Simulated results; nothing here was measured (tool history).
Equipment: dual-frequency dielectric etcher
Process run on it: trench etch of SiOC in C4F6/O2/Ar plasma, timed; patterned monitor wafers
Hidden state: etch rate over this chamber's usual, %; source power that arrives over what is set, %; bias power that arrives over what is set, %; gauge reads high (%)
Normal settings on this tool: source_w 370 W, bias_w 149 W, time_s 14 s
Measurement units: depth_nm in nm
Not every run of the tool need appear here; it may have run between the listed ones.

run    day  source_w  bias_w  time_s  wafers since the last listed run  hours since the last wet clean  hours since the last source power generator calibration  hours since the last bias power generator calibration  hours since the last upper electrode change  hours since the gauge calibration  read-back reference wafer on the same gauge, depth_nm  depth_nm
  1      0       370     149      14                                 0                           257.4                                                   1730.1                                                 2887.3                                       2839.2                               21.4                                                  22.22     26.63
  2  0.325       370     149      17                                73                           265.2                                                   1737.9                                                 2895.1                                         2847                               29.2                                                  22.17     32.23
  3  0.658       370     149      14                                75                           273.2                                                   1745.9                                                 2903.1                                         2855                               37.2                                                  22.19     26.57
  4  1.083       370     149      14                                95                           283.4                                                   1756.1                                                 2913.3                                       2865.2                               47.4                                                   22.2     26.44
  5  1.625       370     149      14                               122                           296.4                                                   1769.1                                                 2926.3                                       2878.2                               60.4                                                   22.2     26.54
  6  1.967       370     149      14                                76                           304.6                                                   1777.3                                                 2934.5                                       2886.4                               68.6                                                  22.22     26.42
  7  2.483       370     149      14                               116                             317                                                   1789.7                                                 2946.9                                       2898.8                                 81                                                  22.18     26.24
     3.375  -- bias power generator calibrated
     3.529  -- upper electrode replaced
  8   3.55       370     149      14                               168                           342.6                                                   1815.3                                                    4.2                                          0.5                              106.6                                                  22.17     26.03
  9  3.633       370     149      14                                18                           344.6                                                   1817.3                                                    6.2                                          2.5                              108.6                                                   22.2     25.89
 10  3.904       370     149      14                                61                           351.1                                                   1823.8                                                   12.7                                            9                              115.1                                                   22.2     26.35
 11   4.25       370     161    16.5                                77                           359.4                                                   1832.1                                                     21                                         17.3                              123.4                                                  22.19     31.81
     5.329  -- source power generator calibrated
     5.838  -- wet clean of the chamber
 12  5.858       310     166    15.5                               210                             0.5                                                     12.7                                                   59.6                                         55.9                                162                                                  22.19     29.37
 13  5.871       440     124    15.5                                 2                             0.8                                                       13                                                   59.9                                         56.2                              162.3                                                  22.21     30.54
 14  5.892       370     149      14                                 4                             1.3                                                     13.5                                                   60.4                                         56.7                              162.8                                                  22.22     27.59
 15  6.154       450     173      14                                59                             7.6                                                     19.8                                                   66.7                                           63                              169.1                                                   22.2      31.6
     6.162  -- gauge calibrated
 16  6.475       370     165      14                                72                            15.3                                                     27.5                                                   74.4                                         70.7                                7.5                                                  22.21      28.3
 17  6.892       370     132      17                                93                            25.3                                                     37.5                                                   84.4                                         80.7                               17.5                                                  22.21      31.7
 18  7.271       290     184    17.5                                85                            34.4                                                     46.6                                                   93.5                                         89.8                               26.6                                                  22.19     33.27
 19  7.588       450     173      14                                71                              42                                                     54.2                                                  101.1                                         97.4                               34.2                                                  22.23     31.84
 20  8.192       370     149      14                               136                            56.5                                                     68.7                                                  115.6                                        111.9                               48.7                                                  22.19     27.36

3 ways to go on from here, each from the tool as it stands after run 20. What would each give?
  A  8.208       370     149      14                                 3                            56.9                                                     69.1                                                    116                                        112.3                               49.1                                                      ?         ?
  B  8.208       370     149      18                                 3                            56.9                                                     69.1                                                    116                                        112.3                               49.1                                                      ?         ?
  C  8.208       370     180      16                                 3                            56.9                                                     69.1                                                    116                                        112.3                               49.1                                                      ?         ?

run  read-back reference wafer on the same gauge, depth_nm  depth_nm
  A                                                  22.19     27.16
  B                                                  22.19     34.92
  C                                                  22.19     33.43
Had the tool no hidden state, the same runs would have come out as:
run  depth_nm
  A     27.41
  B     35.24
  C     33.74
